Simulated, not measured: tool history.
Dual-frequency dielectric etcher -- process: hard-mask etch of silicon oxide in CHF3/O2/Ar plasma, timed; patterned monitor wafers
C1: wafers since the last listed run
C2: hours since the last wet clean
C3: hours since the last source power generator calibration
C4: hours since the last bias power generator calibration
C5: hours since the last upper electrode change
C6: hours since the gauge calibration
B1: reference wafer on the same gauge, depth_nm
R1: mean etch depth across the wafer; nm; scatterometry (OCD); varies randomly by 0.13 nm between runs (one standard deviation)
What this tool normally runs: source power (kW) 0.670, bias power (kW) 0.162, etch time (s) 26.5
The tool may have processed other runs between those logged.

Run 1, day 0.000: usual settings; C1 0; C2 544.7; C3 1156.3; C4 1974.4; C5 2700.1; C6 987.1; B1 53.6. Result: R1 58.1 nm.
Run 2, day 1.812: usual settings but etch time (s) 22.0; C1 628; C2 588.2; C3 1199.8; C4 2017.9; C5 2743.6; C6 1030.6; B1 53.6. Result: R1 48.2 nm.
At day 3.158: wet clean of the chamber.
Run 3, day 5.783: usual settings but etch time (s) 22.0; C1 1030; C2 63.0; C3 1295.1; C4 2113.2; C5 2838.9; C6 1125.9; B1 53.6. Result: R1 47.2 nm.
Run 4, day 7.971: usual settings but etch time (s) 22.0; C1 758; C2 115.5; C3 1347.6; C4 2165.7; C5 2891.4; C6 1178.4; B1 53.6. Result: R1 47.3 nm.
Run 5, day 9.483: usual settings; C1 524; C2 151.8; C3 1383.9; C4 2202.0; C5 2927.7; C6 1214.7; B1 53.6. Result: R1 57.4 nm.
Run 6, day 13.321: usual settings; C1 1330; C2 243.9; C3 1476.0; C4 2294.1; C5 3019.8; C6 1306.8; B1 53.6. Result: R1 57.8 nm.
Run 7, day 16.600: usual settings; C1 1136; C2 322.6; C3 1554.7; C4 2372.8; C5 3098.5; C6 1385.5; B1 53.6. Result: R1 57.6 nm.
Run 8, day 18.325: usual settings; C1 598; C2 364.0; C3 1596.1; C4 2414.2; C5 3139.9; C6 1426.9; B1 53.7. Result: R1 57.8 nm.
Run 9, day 22.512: usual settings; C1 1451; C2 464.5; C3 1696.6; C4 2514.7; C5 3240.4; C6 1527.4; B1 53.6. Result: R1 58.0 nm.
At day 29.812: wet clean of the chamber.
At day 31.971: upper electrode replaced.
Run 10, day 33.929: usual settings but bias power (kW) 0.137; C1 3264; C2 98.8; C3 1970.6; C4 2788.7; C5 47.0; C6 1801.4; B1 53.6. Result: R1 52.9 nm.
Run 11, day 37.104: usual settings but bias power (kW) 0.137; C1 1100; C2 175.0; C3 2046.8; C4 2864.9; C5 123.2; C6 1877.6; B1 53.6. Result: R1 52.9 nm.
Run 12, day 40.779: usual settings; C1 1274; C2 263.2; C3 2135.0; C4 2953.1; C5 211.4; C6 1965.8; B1 53.6. Result: R1 57.2 nm.
Run 13, day 42.433: usual settings; C1 573; C2 302.9; C3 2174.7; C4 2992.8; C5 251.1; C6 2005.5; B1 53.6. Result: R1 57.4 nm.
Run 14, day 44.079: usual settings; C1 570; C2 342.4; C3 2214.2; C4 3032.3; C5 290.6; C6 2045.0; B1 53.6. Result: R1 57.4 nm.
Run 15, day 47.700: usual settings but source power (kW) 0.540, bias power (kW) 0.189, etch time (s) 30.0; C1 1255; C2 429.3; C3 2301.1; C4 3119.2; C5 377.5; C6 2131.9; B1 53.6. Result: R1 66.1 nm.
At day 51.550: source power generator calibrated.
At day 51.600: bias power generator calibrated.
At day 54.458: wet clean of the chamber.
Run 16, day 56.725: usual settings but bias power (kW) 0.128; C1 2707; C2 54.4; C3 124.2; C4 123.0; C5 594.1; C6 2348.5; B1 53.6. Result: R1 51.6 nm.
Run 17, day 60.183: usual settings but source power (kW) 0.760, bias power (kW) 0.200; C1 1199; C2 137.4; C3 207.2; C4 206.0; C5 677.1; C6 2431.5; B1 53.6. Result: R1 64.8 nm.
Run 18, day 62.642: usual settings but bias power (kW) 0.145, etch time (s) 32.5; C1 852; C2 196.4; C3 266.2; C4 265.0; C5 736.1; C6 2490.5; B1 53.6. Result: R1 67.0 nm.
Run 19, day 65.238: usual settings but source power (kW) 0.600, bias power (kW) 0.200, etch time (s) 31.0; C1 900; C2 258.7; C3 328.5; C4 327.3; C5 798.4; C6 2552.8; B1 53.6. Result: R1 71.7 nm.
At day 69.308: gauge calibrated.
Run 20, day 69.462: usual settings but source power (kW) 0.560, bias power (kW) 0.140, etch time (s) 32.0; C1 1464; C2 360.1; C3 429.9; C4 428.7; C5 899.8; C6 3.7; B1 53.6. Result: R1 62.8 nm.
Run 21, day 71.438: usual settings but source power (kW) 0.520; C1 684; C2 407.5; C3 477.3; C4 476.1; C5 947.2; C6 51.1; B1 53.6. Result: R1 54.3 nm.
Run 22, day 74.892: usual settings but source power (kW) 0.590, etch time (s) 29.0; C1 1197; C2 490.4; C3 560.2; C4 559.0; C5 1030.1; C6 134.0; B1 53.6. Result: R1 61.5 nm.
At day 78.658: wet clean of the chamber.
Run 23, day 78.679: usual settings; C1 966; C2 0.5; C3 651.1; C4 649.9; C5 1121.0; C6 224.9; B1 53.6. Result: R1 57.2 nm.
Run 24, day 82.729: usual settings but source power (kW) 0.740, bias power (kW) 0.200, etch time (s) 23.5; C1 1404; C2 97.7; C3 748.3; C4 747.1; C5 1218.2; C6 322.1; B1 53.6. Result: R1 57.1 nm.
Run 25, day 86.229: usual settings but source power (kW) 0.840, etch time (s) 31.0; C1 1213; C2 181.7; C3 832.3; C4 831.1; C5 1302.2; C6 406.1; B1 53.7. Result: R1 71.1 nm.
Run 26, day 89.488: usual settings; C1 1129; C2 259.9; C3 910.5; C4 909.3; C5 1380.4; C6 484.3; B1 53.5. Result: R1 57.4 nm.
Run 27, day 91.446: usual settings but source power (kW) 0.590, bias power (kW) 0.185, etch time (s) 23.5; C1 678; C2 306.9; C3 957.5; C4 956.3; C5 1427.4; C6 531.3; B1 53.6. Result: R1 52.3 nm.
Run 28, day 95.550: usual settings; C1 1422; C2 405.4; C3 1056.0; C4 1054.8; C5 1525.9; C6 629.8; B1 53.7. Result: R1 57.9 nm.
At day 99.779: wet clean of the chamber.
Run 29, day 99.800: usual settings; C1 1126; C2 0.5; C3 1158.0; C4 1156.8; C5 1627.9; C6 731.8; B1 53.6. Result: R1 56.7 nm.
Run 30, day 101.142: usual settings; C1 465; C2 32.7; C3 1190.2; C4 1189.0; C5 1660.1; C6 764.0; B1 53.6. Result: R1 56.9 nm.

For each run, what was the tool's unlogged condition?
source power that arrives over what is set, %: 0 in every run
bias power that arrives over what is set, %: 0 in every run
gauge reads high (%): 0 in every run
H1: etch rate over this chamber's usual, %
run      H1
  1    1.93
  2    2.09
  3   0.377
  4   0.574
  5    0.71
  6    1.06
  7    1.35
  8    1.51
  9    1.88
 10  -0.059
 11   0.227
 12   0.558
 13   0.707
 14   0.855
 15    1.18
 16   0.446
 17   0.757
 18   0.978
 19    1.21
 20    1.59
 21    1.77
 22    2.08
 23   0.185
 24    0.55
 25   0.865
 26    1.16
 27    1.33
 28     1.7
 29   0.229
 30   0.349

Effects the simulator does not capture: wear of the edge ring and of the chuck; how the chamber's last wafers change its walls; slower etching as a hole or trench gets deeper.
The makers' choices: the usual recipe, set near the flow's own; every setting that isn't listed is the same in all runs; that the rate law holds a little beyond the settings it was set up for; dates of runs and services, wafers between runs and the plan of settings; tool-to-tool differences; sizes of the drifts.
